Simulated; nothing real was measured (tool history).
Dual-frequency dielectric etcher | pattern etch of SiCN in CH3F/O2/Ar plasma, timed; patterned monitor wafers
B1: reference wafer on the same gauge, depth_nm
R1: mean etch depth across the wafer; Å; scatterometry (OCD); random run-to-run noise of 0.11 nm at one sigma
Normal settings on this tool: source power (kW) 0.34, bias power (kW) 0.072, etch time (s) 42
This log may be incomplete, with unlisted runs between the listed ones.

Run 1, hour 0: usual settings but source power (kW) 0.29, bias power (kW) 0.081; B1 17.46. Result: R1 161.8 Å.
Run 2, hour 8.1: usual settings but source power (kW) 0.29, bias power (kW) 0.081; B1 17.47. Result: R1 162.9 Å.
Run 3, hour 15.9: usual settings; B1 17.53. Result: R1 159.1 Å.
Run 4, hour 23.2: usual settings but bias power (kW) 0.066; B1 17.51. Result: R1 152.3 Å.
Run 5, hour 33.3: usual settings but source power (kW) 0.37; B1 17.48. Result: R1 161.4 Å.
Run 6, hour 44: usual settings but source power (kW) 0.37; B1 17.43. Result: R1 159.6 Å.
Run 7, hour 55.8: usual settings but source power (kW) 0.37; B1 17.46. Result: R1 161.1 Å.
Run 8, hour 66.9: usual settings; B1 17.55. Result: R1 156.6 Å.
Run 9, hour 81.8: usual settings; B1 17.48. Result: R1 159.9 Å.
Run 10, hour 99.2: usual settings; B1 17.53. Result: R1 159 Å.
At hour 105.2: source power generator calibrated.
Run 11, hour 111.3: usual settings but source power (kW) 0.4; B1 17.5. Result: R1 165.3 Å.
Run 12, hour 119.6: usual settings but etch time (s) 37; B1 17.48. Result: R1 140.1 Å.
At hour 152.1: upper electrode replaced.
Run 13, hour 152.6: usual settings; B1 17.55. Result: R1 157.6 Å.
Run 14, hour 152.9: usual settings but source power (kW) 0.4; B1 17.49. Result: R1 165.4 Å.
Run 15, hour 156.6: usual settings but source power (kW) 0.26, etch time (s) 54; B1 17.54. Result: R1 191.9 Å.
At hour 167.1: bias power generator calibrated.
At hour 170: gauge calibrated.
At hour 202.9: wet clean of the chamber.
Run 16, hour 203.4: usual settings; B1 17.53. Result: R1 158.2 Å.
Run 17, hour 203.7: usual settings but source power (kW) 0.3, bias power (kW) 0.083; B1 17.52. Result: R1 164 Å.
Run 18, hour 247.2: usual settings but source power (kW) 0.29, etch time (s) 48.5; B1 17.51. Result: R1 178 Å.
Run 19, hour 264.8: usual settings but source power (kW) 0.3, bias power (kW) 0.066, etch time (s) 34; B1 17.46. Result: R1 119.1 Å.

Run 20, settings as shown, results not yet in. Your forecast:
Run 20, hour 274.4: usual settings but source power (kW) 0.37, bias power (kW) 0.055, etch time (s) 37; B1 ?. Result: R1 ?.

Run 20 measured B1 17.52, R1 124.8 Å.
Without the tool's hidden state the same run would have given R1 124.8 Å.
